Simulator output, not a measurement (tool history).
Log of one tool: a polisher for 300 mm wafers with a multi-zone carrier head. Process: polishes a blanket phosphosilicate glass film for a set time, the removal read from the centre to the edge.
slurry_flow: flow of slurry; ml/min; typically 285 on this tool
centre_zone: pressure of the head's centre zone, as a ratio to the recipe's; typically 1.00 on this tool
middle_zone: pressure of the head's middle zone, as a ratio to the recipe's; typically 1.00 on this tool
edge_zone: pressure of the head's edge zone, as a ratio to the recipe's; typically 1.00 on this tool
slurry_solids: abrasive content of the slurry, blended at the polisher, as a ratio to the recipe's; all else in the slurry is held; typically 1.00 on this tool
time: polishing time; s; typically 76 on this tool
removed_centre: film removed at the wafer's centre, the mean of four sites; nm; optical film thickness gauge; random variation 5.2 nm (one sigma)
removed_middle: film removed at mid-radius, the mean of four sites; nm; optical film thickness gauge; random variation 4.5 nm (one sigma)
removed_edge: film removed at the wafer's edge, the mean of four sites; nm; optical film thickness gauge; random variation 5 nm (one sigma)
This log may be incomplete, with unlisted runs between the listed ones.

run	hour	slurry_flow	centre_zone	middle_zone	edge_zone	slurry_solids	time	wafers since the last listed run	wafers polished on this pad	hours since the slurry nozzle was cleaned	hours since the centre zone pressure was calibrated	hours since the edge zone pressure was calibrated	hours since the carrier head's membrane was replaced	incoming thickness of the incoming film, nm	removed_centre	removed_middle	removed_edge
1	0.0	285	1.00	1.00	1.08	1.00	76	0	327	289.8	1003.0	1145.3	1663.8	4637.2	601.5	593.7	604.8
2	14.7	285	1.00	1.00	1.00	0.90	70	114	441	304.5	1017.7	1160.0	1678.5	4520.9	528.4	529.3	517.6
3	21.1	285	1.00	1.00	1.00	0.90	70	49	490	310.9	1024.1	1166.4	1684.9	4586.1	526.6	529.8	515.8
4	36.2	285	1.00	1.00	1.00	0.90	70	117	608	326.0	1039.2	1181.5	1700.0	4528.3	528.3	526.3	511.6
# hour 48.1: worn pad replaced by a new one
5	48.6	285	1.00	1.00	1.00	1.00	76	65	3	338.4	1051.6	1193.9	1712.4	4574.7	624.4	620.1	609.2
6	55.0	285	1.00	1.00	1.00	1.10	76	49	53	344.8	1058.0	1200.3	1718.8	4600.7	632.0	632.9	614.8
7	68.0	285	1.00	1.00	1.00	1.10	76	100	154	357.8	1071.0	1213.3	1731.8	4489.8	621.2	627.6	599.4
# hour 78.5: slurry nozzle cleaned
# hour 82.0: edge zone pressure recalibrated
# hour 90.4: carrier head's membrane replaced by a new one
8	90.9	285	1.00	1.00	1.00	1.00	76	115	269	12.4	1093.9	8.9	0.5	4564.8	587.9	589.9	570.9
9	100.9	285	1.00	1.00	1.00	1.00	76	77	347	22.4	1103.9	18.9	10.5	4590.6	591.3	584.2	568.2
10	115.3	285	1.00	1.00	1.00	1.00	76	111	459	36.8	1118.3	33.3	24.9	4589.1	580.7	583.0	569.6
11	123.8	285	1.00	1.00	1.00	1.00	54	65	525	45.3	1126.8	41.8	33.4	4649.6	411.1	417.2	409.6
# hour 132.1: worn pad replaced by a new one
12	136.1	285	1.00	1.00	1.00	1.10	76	64	31	57.6	1139.1	54.1	45.7	4568.0	634.9	656.2	634.5
# hour 143.7: centre zone pressure recalibrated
13	150.0	220	1.00	0.91	0.89	0.80	76	92	123	71.5	6.3	68.0	59.6	4587.5	551.2	513.5	504.7
14	158.8	350	1.04	0.88	1.00	1.00	51	68	191	80.3	15.1	76.8	68.4	4657.5	432.3	372.0	396.0
15	176.5	255	1.09	1.00	0.92	1.15	76	137	329	98.0	32.8	94.5	86.1	4532.1	675.9	623.9	582.5
16	200.4	285	1.04	1.00	0.92	0.85	90	185	514	121.9	56.7	118.4	110.0	4500.2	685.3	661.0	624.6
# hour 216.1: worn pad replaced by a new one
17	216.6	285	1.00	1.00	1.00	1.00	76	94	3	138.1	72.9	134.6	126.2	4586.9	622.7	631.0	611.3
18	227.8	285	1.00	1.00	1.00	1.00	76	86	90	149.3	84.1	145.8	137.4	4611.2	617.3	617.5	605.5
19	240.8	285	1.00	1.00	1.00	1.00	76	100	191	162.3	97.1	158.8	150.4	4570.9	609.3	592.4	582.4
20	257.7	285	1.00	1.00	0.90	1.20	76	131	322	179.2	114.0	175.7	167.3	4676.3	630.6	624.2	592.7

Branching from run 20: 4 alternative next runs. What would each branch give?
A	258.1	285	1.00	1.00	1.04	1.00	76	3	325	179.6	114.4	176.1	167.7	4570.2	?	?	?
B	258.1	285	0.93	1.00	0.91	1.00	76	3	325	179.6	114.4	176.1	167.7	4570.2	?	?	?
C	258.1	345	0.92	1.00	1.00	1.30	76	3	325	179.6	114.4	176.1	167.7	4570.2	?	?	?
D	258.1	215	0.90	1.00	0.89	1.00	76	3	325	179.6	114.4	176.1	167.7	4570.2	?	?	?

run	removed_centre	removed_middle	removed_edge
A	588.9	599.1	590.3
B	547.4	599.4	553.9
C	604.4	667.9	642.4
D	507.8	577.2	532.8
With no hidden state in the tool, these same runs would have given:
run	removed_centre	removed_middle	removed_edge
A	630.1	641.0	631.7
B	585.7	641.4	592.7
C	646.7	714.6	687.4
D	543.3	617.6	570.1
